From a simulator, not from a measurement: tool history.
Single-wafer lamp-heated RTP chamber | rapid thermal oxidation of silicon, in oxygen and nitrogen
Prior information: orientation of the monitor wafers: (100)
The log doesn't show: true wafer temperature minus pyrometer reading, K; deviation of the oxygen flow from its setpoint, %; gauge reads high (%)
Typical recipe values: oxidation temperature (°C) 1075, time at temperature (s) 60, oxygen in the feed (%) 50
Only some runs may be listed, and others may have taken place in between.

run  hour  oxidation temperature (°C)  time at temperature (s)  oxygen in the feed (%)  wafers since the last listed run  wafers since the last pyrometer calibration  hours since the oxygen flow controller was replaced  hours since the gauge calibration  read-back reference wafer on the same gauge, thickness  oxide thickness on the monitor wafer (Å)
  1     0                        1059                       60                      50                                 0                                         2550                                               4439.2                               14.3                                                   9.051                                     75.27
  2   8.5                        1059                       60                      50                                42                                         2592                                               4447.7                               22.8                                                    9.05                                     75.93
  3    18                        1075                       60                      50                                46                                         2639                                               4457.2                               32.3                                                   9.047                                     84.38
  4  32.4                        1075                       60                      50                                71                                         2710                                               4471.6                               46.7                                                    9.06                                     83.96
     50.8  -- oxygen flow controller replaced
  5  51.3                        1075                       60                      50                                53                                         2764                                                  0.5                               65.6                                                   9.042                                     84.66
  6  62.9                        1075                       60                      50                                57                                         2822                                                 12.1                               77.2                                                    9.04                                     84.39
  7  73.2                        1052                       60                      50                                50                                         2873                                                 22.4                               87.5                                                   9.048                                      72.8
  8  81.5                        1052                       60                      50                                41                                         2914                                                 30.7                               95.8                                                   9.049                                     72.55

Run 9 comes next. What will it give?
     89.1  -- gauge calibrated
       91  -- pyrometer window cleaned and pyrometer calibrated
  9  94.6                        1049                       60                      50                                25                                           17                                                 43.8                                5.5                                                       ?                                         ?

{"run 9": {"read-back reference wafer on the same gauge, thickness": 9.047, "oxide thickness on the monitor wafer (Å)": 68.06}}
On a tool with no hidden condition, and with the same random variation, this run would have come out at oxide thickness on the monitor wafer (Å) 67.61.

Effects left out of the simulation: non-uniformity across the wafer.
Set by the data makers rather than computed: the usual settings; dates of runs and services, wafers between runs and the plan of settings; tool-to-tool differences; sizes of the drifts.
